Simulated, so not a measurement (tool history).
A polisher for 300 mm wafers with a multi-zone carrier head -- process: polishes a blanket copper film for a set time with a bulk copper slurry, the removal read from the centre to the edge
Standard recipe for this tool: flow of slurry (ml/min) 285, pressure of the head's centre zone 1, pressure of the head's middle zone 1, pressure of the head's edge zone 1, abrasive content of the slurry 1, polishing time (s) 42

| run | hour | flow of slurry (ml/min) | pressure of the head's centre zone | pressure of the head's middle zone | pressure of the head's edge zone | abrasive content of the slurry | polishing time (s) | wafers since the last listed run | wafers polished on this pad | hours since the slurry nozzle was cleaned | hours since the centre zone pressure was calibrated | hours since the edge zone pressure was calibrated | hours since the carrier head's membrane was replaced | incoming thickness of the incoming film, nm | film removed at the wafer's centre (nm) | film removed at mid-radius (nm) | film removed at the wafer's edge (nm) |
|---|---|---|---|---|---|---|---|---|---|---|---|---|---|---|---|---|---|
| 1 | 0 | 285 | 1 | 1.03 | 0.89 | 1 | 42 | 0 | 899 | 650.7 | 757 | 104.6 | 111.8 | 1951.5 | 279.4 | 309.7 | 287.2 |
|  | 15.4 | slurry nozzle cleaned |
| 2 | 15.7 | 285 | 1 | 0.95 | 1 | 1 | 42 | 164 | 1064 | 0.3 | 772.7 | 120.3 | 127.5 | 1950.2 | 280.5 | 288.1 | 305.7 |
| 3 | 22.2 | 285 | 1 | 1 | 1 | 1 | 42 | 72 | 1137 | 6.8 | 779.2 | 126.8 | 134 | 1902.7 | 280.2 | 302.2 | 302 |
| 4 | 36.7 | 285 | 1 | 1 | 1 | 1 | 38 | 162 | 1300 | 21.3 | 793.7 | 141.3 | 148.5 | 1948.9 | 252.2 | 275.5 | 275.7 |
|  | 50.1 | worn pad replaced by a new one |
| 5 | 50.6 | 285 | 1 | 1 | 1 | 1 | 42 | 111 | 5 | 35.2 | 807.6 | 155.2 | 162.4 | 1926 | 279.8 | 301.1 | 302 |
| 6 | 53.5 | 285 | 1 | 1 | 1 | 0.85 | 52 | 32 | 37 | 38.1 | 810.5 | 158.1 | 165.3 | 1929.2 | 336 | 364 | 370.3 |
| 7 | 64.8 | 245 | 0.91 | 1 | 1 | 0.8 | 46 | 126 | 164 | 49.4 | 821.8 | 169.4 | 176.6 | 1913.5 | 267.6 | 316.8 | 320.8 |
| 8 | 79.8 | 285 | 0.9 | 1.03 | 0.9 | 1 | 51 | 168 | 333 | 64.4 | 836.8 | 184.4 | 191.6 | 1911.5 | 307.5 | 377.7 | 347.6 |
| 9 | 86.7 | 375 | 0.96 | 1 | 1 | 0.8 | 31 | 77 | 410 | 71.3 | 843.7 | 191.3 | 198.5 | 1952 | 194.9 | 220.3 | 222.2 |
| 10 | 98.5 | 245 | 1 | 1 | 1 | 1 | 42 | 132 | 542 | 83.1 | 855.5 | 203.1 | 210.3 | 1941.8 | 274.9 | 297.7 | 303.2 |
| 11 | 109.9 | 285 | 1 | 1 | 1 | 1 | 42 | 127 | 670 | 94.5 | 866.9 | 214.5 | 221.7 | 1939.7 | 277.3 | 299.8 | 306.4 |
| 12 | 126.5 | 285 | 1 | 1 | 1 | 1 | 42 | 186 | 857 | 111.1 | 883.5 | 231.1 | 238.3 | 1915.4 | 278.1 | 302.1 | 304.4 |
|  | 143.4 | centre zone pressure recalibrated |
| 13 | 143.9 | 285 | 1 | 1 | 0.97 | 0.75 | 42 | 172 | 1030 | 128.5 | 0.5 | 248.5 | 255.7 | 1898.6 | 289 | 286.3 | 289.6 |
| 14 | 158.5 | 285 | 1 | 1 | 1 | 1.2 | 54 | 163 | 1193 | 143.1 | 15.1 | 263.1 | 270.3 | 1908.2 | 409.3 | 401 | 408.2 |
|  | 164 | worn pad replaced by a new one |
| 15 | 174.5 | 285 | 1 | 1.09 | 0.91 | 1 | 42 | 134 | 117 | 159.1 | 31.1 | 279.1 | 286.3 | 1886.6 | 303.1 | 323.9 | 289.3 |
| 16 | 184.2 | 285 | 0.9 | 1.05 | 1 | 1 | 33 | 108 | 226 | 168.8 | 40.8 | 288.8 | 296 | 1912.2 | 210.1 | 246.1 | 235.7 |
| 17 | 192.6 | 285 | 1 | 1 | 0.95 | 1.25 | 42 | 94 | 321 | 177.2 | 49.2 | 297.2 | 304.4 | 1903.7 | 311.3 | 314.9 | 306.8 |
| 18 | 205 | 285 | 1 | 1 | 1 | 1 | 42 | 139 | 460 | 189.6 | 61.6 | 309.6 | 316.8 | 1905.3 | 300.6 | 303.8 | 307.4 |
| 19 | 213.2 | 285 | 1 | 1 | 1 | 1 | 42 | 92 | 552 | 197.8 | 69.8 | 317.8 | 325 | 1939.4 | 298 | 300.3 | 304.2 |
| 20 | 249.3 | 285 | 1 | 1 | 0.89 | 1.15 | 42 | 405 | 957 | 233.9 | 105.9 | 353.9 | 361.1 | 1954.1 | 306.3 | 307.6 | 296.1 |
| 21 | 280.7 | 285 | 1 | 1 | 1 | 0.85 | 38 | 352 | 1309 | 265.3 | 137.3 | 385.3 | 392.5 | 1916.2 | 262.8 | 265.4 | 270.7 |

Below are 5 alternative next runs, each starting from the tool's condition after run 21. Predict each:
| A | 281.1 | 285 | 1 | 1.09 | 1 | 1 | 42 | 4 | 1314 | 265.7 | 137.7 | 385.7 | 392.9 | 1894.8 | ? | ? | ? |
| B | 281.1 | 285 | 1 | 1 | 1 | 1 | 29 | 4 | 1314 | 265.7 | 137.7 | 385.7 | 392.9 | 1894.8 | ? | ? | ? |
| C | 281.1 | 285 | 1.07 | 1.07 | 0.95 | 1 | 42 | 4 | 1314 | 265.7 | 137.7 | 385.7 | 392.9 | 1894.8 | ? | ? | ? |
| D | 281.1 | 350 | 1 | 0.88 | 1 | 0.9 | 36 | 4 | 1314 | 265.7 | 137.7 | 385.7 | 392.9 | 1894.8 | ? | ? | ? |
| E | 281.1 | 285 | 1.09 | 0.94 | 0.95 | 1 | 35 | 4 | 1314 | 265.7 | 137.7 | 385.7 | 392.9 | 1894.8 | ? | ? | ? |

| run | film removed at the wafer's centre (nm) | film removed at mid-radius (nm) | film removed at the wafer's edge (nm) |
|---|---|---|---|
| A | 294.1 | 324.2 | 303.2 |
| B | 203 | 208.1 | 209.6 |
| C | 314.9 | 319.1 | 296.2 |
| D | 251.2 | 231.3 | 258.9 |
| E | 267.1 | 238.3 | 247.2 |
With the hidden condition removed and each run's random variation left untouched, the same runs would have given:
| run | film removed at the wafer's centre (nm) | film removed at mid-radius (nm) | film removed at the wafer's edge (nm) |
|---|---|---|---|
| A | 306.4 | 324.2 | 303.2 |
| B | 211.4 | 208 | 209.6 |
| C | 328 | 319 | 296.2 |
| D | 261.7 | 231.3 | 258.9 |
| E | 278.2 | 238.3 | 247.2 |

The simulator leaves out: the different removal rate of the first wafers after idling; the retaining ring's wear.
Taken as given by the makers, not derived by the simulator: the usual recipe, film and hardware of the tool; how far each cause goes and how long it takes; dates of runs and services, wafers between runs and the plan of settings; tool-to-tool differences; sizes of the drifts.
